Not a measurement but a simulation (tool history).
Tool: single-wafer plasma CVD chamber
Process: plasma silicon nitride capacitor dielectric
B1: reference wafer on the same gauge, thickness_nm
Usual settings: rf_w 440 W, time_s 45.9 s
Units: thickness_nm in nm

Run 1, hour 0.0: usual settings; B1 71.459. Result: thickness_nm 70.211 nm.
Run 2, hour 32.6: usual settings; B1 71.370. Result: thickness_nm 70.366 nm.
Run 3, hour 65.6: usual settings; B1 71.305. Result: thickness_nm 70.087 nm.
Run 4, hour 97.8: usual settings but rf_w 405 W, time_s 41.1 s; B1 71.139. Result: thickness_nm 61.425 nm.
Run 5, hour 114.2: usual settings but rf_w 405 W, time_s 41.1 s; B1 71.081. Result: thickness_nm 61.253 nm.
Run 6, hour 141.9: usual settings but rf_w 380 W, time_s 49.7 s; B1 70.998. Result: thickness_nm 73.016 nm.
Run 7, hour 155.2: usual settings; B1 70.954. Result: thickness_nm 69.691 nm.
At hour 169.8: gauge calibrated.
Run 8, hour 197.7: usual settings; B1 71.668. Result: thickness_nm 70.346 nm.
At hour 225.0: RF generator calibrated.
Run 9, hour 245.8: usual settings; B1 71.591. Result: thickness_nm 70.526 nm.
Run 10, hour 258.1: usual settings but rf_w 385 W, time_s 51.8 s; B1 71.582. Result: thickness_nm 76.934 nm.
Run 11, hour 284.9: usual settings but time_s 36.9 s; B1 71.507. Result: thickness_nm 56.661 nm.
Run 12, hour 299.5: usual settings but rf_w 475 W, time_s 54.6 s; B1 71.494. Result: thickness_nm 85.239 nm.
Run 13, hour 315.3: usual settings but rf_w 380 W; B1 71.447. Result: thickness_nm 67.924 nm.
At hour 333.8: showerhead replaced.
Run 14, hour 344.4: usual settings but rf_w 520 W, time_s 53.5 s; B1 71.335. Result: thickness_nm 85.110 nm.
Run 15, hour 373.2: usual settings but time_s 42.0 s; B1 71.279. Result: thickness_nm 64.079 nm.
Run 16, hour 394.3: usual settings but time_s 50.9 s; B1 71.150. Result: thickness_nm 77.456 nm.
Run 17, hour 406.6: usual settings but rf_w 520 W, time_s 53.5 s; B1 71.098. Result: thickness_nm 84.957 nm.
Run 18, hour 437.1: usual settings but time_s 54.4 s; B1 71.036. Result: thickness_nm 82.936 nm.
Run 19, hour 454.3: usual settings; B1 70.907. Result: thickness_nm 69.584 nm.

Some steps in thickness_nm between neighbouring runs. How much of each would the tool show without its hidden state too (settings, what came in, random variation), and how much is left for the hidden state, with any gauge scatter that isn't in both results?
The hidden state here: delivered RF power above the setpoint (%); gauge reads high (%).
Run 7 -> 8: gauge calibrated. thickness_nm +0.655 nm: hidden state +0.674, all else -0.019.
Run 11 -> 12: rf_w 440 -> 475, time_s 36.9 -> 54.6. thickness_nm +28.578 nm: hidden state -0.070, all else +28.648.
